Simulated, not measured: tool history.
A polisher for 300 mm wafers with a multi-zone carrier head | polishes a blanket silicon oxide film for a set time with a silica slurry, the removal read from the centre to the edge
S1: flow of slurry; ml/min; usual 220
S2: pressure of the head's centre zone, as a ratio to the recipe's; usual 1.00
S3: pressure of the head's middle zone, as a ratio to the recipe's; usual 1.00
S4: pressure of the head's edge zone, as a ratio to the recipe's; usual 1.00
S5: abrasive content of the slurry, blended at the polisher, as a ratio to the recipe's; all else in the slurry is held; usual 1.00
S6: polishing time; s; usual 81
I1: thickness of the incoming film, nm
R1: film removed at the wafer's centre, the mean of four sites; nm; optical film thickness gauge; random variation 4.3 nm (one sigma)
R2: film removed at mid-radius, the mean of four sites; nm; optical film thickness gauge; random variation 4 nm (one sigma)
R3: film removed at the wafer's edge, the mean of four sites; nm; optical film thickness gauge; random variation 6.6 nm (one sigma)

run 1 day=0.000 | S1=220 S2=1.03 S3=1.00 S4=1.00 S5=1.00 S6=81 | I1=1593.2 | R1=448.3 R2=439.3 R3=450.5
-- day=2.767 carrier head's membrane replaced by a new one
run 2 day=3.012 | S1=220 S2=1.00 S3=1.12 S4=1.00 S5=0.75 S6=93 | I1=1610.4 | R1=449.0 R2=504.7 R3=457.5
run 3 day=7.496 | S1=220 S2=1.09 S3=1.04 S4=1.00 S5=1.00 S6=81 | I1=1584.2 | R1=448.8 R2=433.3 R3=437.9
run 4 day=9.554 | S1=220 S2=1.00 S3=1.00 S4=1.00 S5=1.00 S6=99 | I1=1625.4 | R1=496.9 R2=501.4 R3=524.8
run 5 day=13.425 | S1=220 S2=1.00 S3=1.11 S4=0.91 S5=1.00 S6=96 | I1=1587.7 | R1=476.4 R2=538.3 R3=493.2
-- day=17.229 worn pad replaced by a new one
run 6 day=17.604 | S1=220 S2=1.00 S3=1.00 S4=1.00 S5=1.00 S6=81 | I1=1574.0 | R1=390.4 R2=413.1 R3=425.6
run 7 day=19.708 | S1=220 S2=1.00 S3=1.00 S4=1.00 S5=1.00 S6=70 | I1=1589.1 | R1=328.5 R2=354.9 R3=371.9
-- day=21.375 edge zone pressure recalibrated
run 8 day=22.008 | S1=220 S2=1.00 S3=1.07 S4=1.00 S5=0.70 S6=81 | I1=1589.9 | R1=345.4 R2=399.4 R3=390.3
-- day=24.146 centre zone pressure recalibrated
-- day=25.146 slurry nozzle cleaned
run 9 day=25.833 | S1=220 S2=1.00 S3=0.90 S4=1.00 S5=1.15 S6=81 | I1=1614.7 | R1=437.4 R2=422.7 R3=468.0
run 10 day=27.475 | S1=220 S2=1.00 S3=1.00 S4=1.00 S5=1.00 S6=65 | I1=1595.3 | R1=337.0 R2=354.0 R3=356.4
run 11 day=29.762 | S1=220 S2=1.00 S3=1.00 S4=0.93 S5=1.00 S6=65 | I1=1589.4 | R1=326.2 R2=346.2 R3=339.0
run 12 day=33.021 | S1=165 S2=1.00 S3=1.00 S4=1.00 S5=1.00 S6=81 | I1=1611.6 | R1=375.6 R2=396.6 R3=410.5
run 13 day=35.883 | S1=190 S2=1.03 S3=1.08 S4=0.97 S5=1.00 S6=81 | I1=1634.8 | R1=394.2 R2=431.2 R3=411.5
run 14 day=37.558 | S1=220 S2=1.00 S3=1.00 S4=1.00 S5=1.00 S6=70 | I1=1603.1 | R1=343.0 R2=360.2 R3=365.1
run 15 day=40.283 | S1=245 S2=1.00 S3=0.89 S4=1.00 S5=1.00 S6=81 | I1=1600.9 | R1=403.8 R2=379.8 R3=426.5
-- day=41.058 worn pad replaced by a new one
run 16 day=42.388 | S1=220 S2=1.00 S3=0.96 S4=1.00 S5=1.00 S6=81 | I1=1587.6 | R1=386.8 R2=397.8 R3=435.9
run 17 day=44.179 | S1=260 S2=1.00 S3=1.00 S4=1.00 S5=1.00 S6=81 | I1=1581.2 | R1=395.9 R2=425.4 R3=440.8
-- day=47.121 slurry nozzle cleaned
run 18 day=47.262 | S1=220 S2=1.00 S3=0.91 S4=1.00 S5=1.00 S6=81 | I1=1603.8 | R1=424.0 R2=406.0 R3=444.6
run 19 day=51.225 | S1=220 S2=1.00 S3=1.00 S4=1.12 S5=1.25 S6=81 | I1=1603.7 | R1=426.4 R2=454.6 R3=499.0
run 20 day=54.512 | S1=175 S2=1.00 S3=1.00 S4=1.00 S5=1.00 S6=58 | I1=1625.7 | R1=260.5 R2=291.4 R3=299.5

Forecast each of these 5 alternatives for the next run:
run A day=54.533 | S1=220 S2=1.00 S3=1.00 S4=1.00 S5=1.00 S6=81 | I1=1614.0 | R1=? R2=? R3=?
run B day=54.533 | S1=220 S2=0.93 S3=1.00 S4=1.00 S5=0.75 S6=81 | I1=1614.0 | R1=? R2=? R3=?
run C day=54.533 | S1=250 S2=1.00 S3=1.00 S4=1.00 S5=1.00 S6=98 | I1=1614.0 | R1=? R2=? R3=?
run D day=54.533 | S1=220 S2=1.00 S3=0.89 S4=1.00 S5=1.00 S6=81 | I1=1614.0 | R1=? R2=? R3=?
run E day=54.533 | S1=220 S2=1.00 S3=1.03 S4=1.00 S5=1.00 S6=81 | I1=1614.0 | R1=? R2=? R3=?

run=A R1=380.0 R2=423.6 R3=439.2
run=B R1=326.6 R2=392.0 R3=406.3
run=C R1=471.6 R2=524.2 R3=540.3
run=D R1=379.7 R2=384.3 R3=439.9
run=E R1=380.1 R2=434.3 R3=439.1
Without the tool's hidden state the same runs would have given:
run=A R1=421.9 R2=442.4 R3=453.5
run=B R1=362.7 R2=409.3 R3=419.5
run=C R1=520.3 R2=544.4 R3=555.8
run=D R1=421.6 R2=401.3 R3=454.2
run=E R1=422.0 R2=453.6 R3=453.4
